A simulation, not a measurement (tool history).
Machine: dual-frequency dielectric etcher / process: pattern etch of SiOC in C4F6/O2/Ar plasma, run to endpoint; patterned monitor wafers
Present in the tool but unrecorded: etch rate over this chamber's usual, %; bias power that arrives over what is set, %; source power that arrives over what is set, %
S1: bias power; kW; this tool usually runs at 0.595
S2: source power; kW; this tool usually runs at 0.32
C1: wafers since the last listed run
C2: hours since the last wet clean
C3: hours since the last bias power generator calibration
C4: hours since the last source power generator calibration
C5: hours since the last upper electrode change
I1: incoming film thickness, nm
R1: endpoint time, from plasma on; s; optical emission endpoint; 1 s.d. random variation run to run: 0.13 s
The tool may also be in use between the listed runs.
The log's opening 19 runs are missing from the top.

{"run": 20, "hour": 758.3, "S1": 0.523, "S2": 0.32, "C1": 1253, "C2": 162.9, "C3": 4426.2, "C4": 2755.9, "C5": 65.1, "I1": 50.6, "R1": 19}
{"hour": 784.9, "done": "bias power generator calibrated"}
{"run": 21, "hour": 804.1, "S1": 0.595, "S2": 0.35, "C1": 810, "C2": 208.7, "C3": 19.2, "C4": 2801.7, "C5": 110.9, "I1": 50.5, "R1": 17.7}
{"hour": 831.8, "done": "source power generator calibrated"}
{"run": 22, "hour": 832.3, "S1": 0.739, "S2": 0.25, "C1": 469, "C2": 236.9, "C3": 47.4, "C4": 0.5, "C5": 139.1, "I1": 49.6, "R1": 18.5}
{"run": 23, "hour": 870.7, "S1": 0.697, "S2": 0.29, "C1": 744, "C2": 275.3, "C3": 85.8, "C4": 38.9, "C5": 177.5, "I1": 50.1, "R1": 17.9}
{"run": 24, "hour": 902.6, "S1": 0.658, "S2": 0.37, "C1": 618, "C2": 307.2, "C3": 117.7, "C4": 70.8, "C5": 209.4, "I1": 49.9, "R1": 16.6}
{"run": 25, "hour": 932.0, "S1": 0.48, "S2": 0.34, "C1": 570, "C2": 336.6, "C3": 147.1, "C4": 100.2, "C5": 238.8, "I1": 49.8, "R1": 19.2}
{"run": 26, "hour": 973.9, "S1": 0.494, "S2": 0.39, "C1": 812, "C2": 378.5, "C3": 189, "C4": 142.1, "C5": 280.7, "I1": 50.3, "R1": 18.2}
{"hour": 1017.0, "done": "wet clean of the chamber"}
{"run": 27, "hour": 1017.5, "S1": 0.595, "S2": 0.38, "C1": 380, "C2": 0.5, "C3": 232.6, "C4": 185.7, "C5": 324.3, "I1": 50.1, "R1": 16.3}
{"run": 28, "hour": 1039.2, "S1": 0.471, "S2": 0.32, "C1": 420, "C2": 22.2, "C3": 254.3, "C4": 207.4, "C5": 346, "I1": 49.7, "R1": 19.1}
{"run": 29, "hour": 1088.6, "S1": 0.595, "S2": 0.35, "C1": 958, "C2": 71.6, "C3": 303.7, "C4": 256.8, "C5": 395.4, "I1": 50.2, "R1": 17.1}
{"run": 30, "hour": 1128.5, "S1": 0.595, "S2": 0.32, "C1": 773, "C2": 111.5, "C3": 343.6, "C4": 296.7, "C5": 435.3, "I1": 50.3, "R1": 17.7}

Branching from run 30: 3 alternative next runs. What would each branch give?
{"run": "A", "hour": 1128.9, "S1": 0.466, "S2": 0.32, "C1": 7, "C2": 111.9, "C3": 344, "C4": 297.1, "C5": 435.7, "I1": 49.8, "R1": "?"}
{"run": "B", "hour": 1128.9, "S1": 0.52, "S2": 0.38, "C1": 7, "C2": 111.9, "C3": 344, "C4": 297.1, "C5": 435.7, "I1": 49.8, "R1": "?"}
{"run": "C", "hour": 1128.9, "S1": 0.595, "S2": 0.27, "C1": 7, "C2": 111.9, "C3": 344, "C4": 297.1, "C5": 435.7, "I1": 49.8, "R1": "?"}

run=A R1=19.1
run=B R1=17.2
run=C R1=18.8
Without the tool's hidden state the same runs would have given:
run=A R1=18.8
run=B R1=16.9
run=C R1=18.6
